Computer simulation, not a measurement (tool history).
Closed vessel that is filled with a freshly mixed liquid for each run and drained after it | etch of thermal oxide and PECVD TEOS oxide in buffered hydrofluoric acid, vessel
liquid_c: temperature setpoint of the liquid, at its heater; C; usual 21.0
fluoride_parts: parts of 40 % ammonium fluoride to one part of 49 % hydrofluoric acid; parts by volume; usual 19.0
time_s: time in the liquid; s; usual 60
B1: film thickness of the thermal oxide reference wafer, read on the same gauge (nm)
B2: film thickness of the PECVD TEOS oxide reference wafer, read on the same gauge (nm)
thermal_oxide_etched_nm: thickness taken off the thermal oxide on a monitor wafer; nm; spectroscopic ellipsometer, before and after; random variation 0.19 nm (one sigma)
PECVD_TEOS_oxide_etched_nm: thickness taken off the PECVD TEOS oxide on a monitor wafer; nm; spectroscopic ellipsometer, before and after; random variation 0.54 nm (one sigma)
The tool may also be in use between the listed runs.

{"run": 1, "hour": 0.0, "liquid_c": 21.0, "fluoride_parts": 19.0, "time_s": 60, "B1": 119.97, "B2": 130.03, "thermal_oxide_etched_nm": 24.99, "PECVD_TEOS_oxide_etched_nm": 58.69}
{"run": 2, "hour": 27.7, "liquid_c": 21.0, "fluoride_parts": 19.0, "time_s": 60, "B1": 119.98, "B2": 130.03, "thermal_oxide_etched_nm": 24.94, "PECVD_TEOS_oxide_etched_nm": 57.32}
{"run": 3, "hour": 61.4, "liquid_c": 18.5, "fluoride_parts": 19.0, "time_s": 60, "B1": 120.01, "B2": 130.03, "thermal_oxide_etched_nm": 21.58, "PECVD_TEOS_oxide_etched_nm": 50.6}
{"run": 4, "hour": 108.9, "liquid_c": 18.5, "fluoride_parts": 19.0, "time_s": 60, "B1": 119.97, "B2": 130.0, "thermal_oxide_etched_nm": 21.55, "PECVD_TEOS_oxide_etched_nm": 49.73}
{"run": 5, "hour": 142.6, "liquid_c": 21.0, "fluoride_parts": 19.0, "time_s": 60, "B1": 120.03, "B2": 130.0, "thermal_oxide_etched_nm": 24.54, "PECVD_TEOS_oxide_etched_nm": 57.17}
{"run": 6, "hour": 186.9, "liquid_c": 21.0, "fluoride_parts": 19.0, "time_s": 60, "B1": 119.99, "B2": 130.03, "thermal_oxide_etched_nm": 24.64, "PECVD_TEOS_oxide_etched_nm": 57.22}
{"run": 7, "hour": 223.9, "liquid_c": 21.0, "fluoride_parts": 19.0, "time_s": 60, "B1": 119.98, "B2": 130.01, "thermal_oxide_etched_nm": 24.32, "PECVD_TEOS_oxide_etched_nm": 57.17}
{"run": 8, "hour": 261.3, "liquid_c": 21.0, "fluoride_parts": 23.5, "time_s": 60, "B1": 119.98, "B2": 130.02, "thermal_oxide_etched_nm": 20.99, "PECVD_TEOS_oxide_etched_nm": 48.84}
{"run": 9, "hour": 292.4, "liquid_c": 21.0, "fluoride_parts": 23.5, "time_s": 60, "B1": 119.98, "B2": 129.99, "thermal_oxide_etched_nm": 21.09, "PECVD_TEOS_oxide_etched_nm": 48.95}
{"run": 10, "hour": 335.6, "liquid_c": 21.0, "fluoride_parts": 13.0, "time_s": 60, "B1": 120.02, "B2": 130.02, "thermal_oxide_etched_nm": 34.31, "PECVD_TEOS_oxide_etched_nm": 79.81}
{"run": 11, "hour": 395.8, "liquid_c": 21.0, "fluoride_parts": 19.0, "time_s": 60, "B1": 120.0, "B2": 130.01, "thermal_oxide_etched_nm": 24.25, "PECVD_TEOS_oxide_etched_nm": 56.85}
{"run": 12, "hour": 435.2, "liquid_c": 21.0, "fluoride_parts": 19.0, "time_s": 40, "B1": 120.03, "B2": 129.99, "thermal_oxide_etched_nm": 16.07, "PECVD_TEOS_oxide_etched_nm": 37.04}
{"run": 13, "hour": 476.2, "liquid_c": 18.0, "fluoride_parts": 22.5, "time_s": 80, "B1": 120.07, "B2": 130.01, "thermal_oxide_etched_nm": 24.03, "PECVD_TEOS_oxide_etched_nm": 56.08}
{"run": 14, "hour": 584.2, "liquid_c": 25.5, "fluoride_parts": 25.0, "time_s": 90, "B1": 120.0, "B2": 130.02, "thermal_oxide_etched_nm": 41.89, "PECVD_TEOS_oxide_etched_nm": 97.34}
{"run": 15, "hour": 654.2, "liquid_c": 22.5, "fluoride_parts": 17.0, "time_s": 30, "B1": 120.0, "B2": 130.02, "thermal_oxide_etched_nm": 17.81, "PECVD_TEOS_oxide_etched_nm": 41.25}
{"run": 16, "hour": 720.2, "liquid_c": 21.0, "fluoride_parts": 19.0, "time_s": 60, "B1": 119.95, "B2": 129.99, "thermal_oxide_etched_nm": 29.06, "PECVD_TEOS_oxide_etched_nm": 67.77}
{"run": 17, "hour": 763.8, "liquid_c": 21.0, "fluoride_parts": 22.5, "time_s": 45, "B1": 120.0, "B2": 129.99, "thermal_oxide_etched_nm": 19.2, "PECVD_TEOS_oxide_etched_nm": 44.85}
{"run": 18, "hour": 834.1, "liquid_c": 21.0, "fluoride_parts": 21.0, "time_s": 45, "B1": 120.01, "B2": 130.0, "thermal_oxide_etched_nm": 19.86, "PECVD_TEOS_oxide_etched_nm": 46.32}

Not shown: 4 entries that the log had between the listed runs. Between which runs, and how does the tool's hidden state differ before and after?
Between runs 8 and 9: gauge calibrated (hour 283.5)
  liquid colder than its thermometer reads (K): 2.05 -> 2.07; hydrofluoric acid flow below the setpoint (%): 12.1 -> 12.2
  measured less the result without the state, thermal_oxide_etched_nm: -4.75 -> -4.84 nm; PECVD_TEOS_oxide_etched_nm: -11.06 -> -11.24 nm
Between runs 13 and 14: hydrofluoric acid flow meter replaced (hour 567.7)
  liquid colder than its thermometer reads (K): 2.21 -> 2.28; hydrofluoric acid flow below the setpoint (%): 13.3 -> 1.27
  measured less the result without the state, thermal_oxide_etched_nm: -6.08 -> -5.99 nm; PECVD_TEOS_oxide_etched_nm: -14.18 -> -13.93 nm
Between runs 14 and 15: thermometer replaced (hour 600.1)
  liquid colder than its thermometer reads (K): 2.28 -> 0.436; hydrofluoric acid flow below the setpoint (%): 1.27 -> 1.67
  measured less the result without the state, thermal_oxide_etched_nm: -5.99 -> -0.74 nm; PECVD_TEOS_oxide_etched_nm: -13.93 -> -1.73 nm
Between runs 17 and 18: gauge calibrated (hour 775.1)
  liquid colder than its thermometer reads (K): 0.515 -> 0.566; hydrofluoric acid flow below the setpoint (%): 2.3 -> 2.7
  measured less the result without the state, thermal_oxide_etched_nm: -0.89 -> -1.03 nm; PECVD_TEOS_oxide_etched_nm: -2.07 -> -2.41 nm
